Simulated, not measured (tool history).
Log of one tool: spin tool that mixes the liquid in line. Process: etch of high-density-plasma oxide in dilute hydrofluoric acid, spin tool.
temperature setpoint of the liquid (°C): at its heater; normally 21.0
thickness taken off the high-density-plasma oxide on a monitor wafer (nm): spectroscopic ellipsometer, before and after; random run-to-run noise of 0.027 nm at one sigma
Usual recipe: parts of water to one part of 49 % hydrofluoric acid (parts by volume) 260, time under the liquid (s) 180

run,hour,temperature setpoint of the liquid (°C),parts of water to one part of 49 % hydrofluoric acid (parts by volume),time under the liquid (s),wafers since the last listed run,hours since the thermometer was replaced,hours since the hydrofluoric acid flow meter was replaced,hours since the gauge calibration,"read-back film thickness of the high-density-plasma oxide reference wafer, read on the same gauge (nm)",thickness taken off the high-density-plasma oxide on a monitor wafer (nm)
1,0.0,21.0,260,180,0,663.6,246.2,547.3,49.967,4.146
2,46.0,21.0,260,180,241,709.6,292.2,593.3,50.021,4.092
3,130.1,21.0,260,180,441,793.7,376.3,677.4,50.055,4.120
4,203.6,18.5,260,180,385,867.2,449.8,750.9,49.998,3.737
# hour 221.4: hydrofluoric acid flow meter replaced
5,278.1,18.5,260,180,385,941.7,56.7,825.4,49.986,3.784
6,342.9,21.0,260,180,340,1006.5,121.5,890.2,50.005,4.166
7,395.6,21.0,260,180,276,1059.2,174.2,942.9,49.959,4.146
8,446.0,21.0,260,245,264,1109.6,224.6,993.3,50.005,5.579
9,482.1,18.0,260,100,189,1145.7,260.7,1029.4,50.023,2.035
# hour 505.0: gauge calibrated
10,532.5,21.0,260,180,264,1196.1,311.1,27.5,50.026,4.111
11,585.9,21.0,260,180,280,1249.5,364.5,80.9,50.004,4.130
# hour 656.7: hydrofluoric acid flow meter replaced
12,681.9,21.0,150,120,498,1345.5,25.2,176.9,49.985,5.280
13,768.5,18.0,380,110,454,1432.1,111.8,263.5,50.012,1.382

Run 14 is up next; what results do you expect?
# hour 794.9: thermometer replaced
14,805.9,21.0,260,180,191,11.0,149.2,300.9,?,?

read-back film thickness of the high-density-plasma oxide reference wafer, read on the same gauge (nm): 50.040
thickness taken off the high-density-plasma oxide on a monitor wafer (nm): 4.154
Were there no unlogged condition in the tool, this run, its random variation unchanged, would have produced thickness taken off the high-density-plasma oxide on a monitor wafer (nm) 4.154.
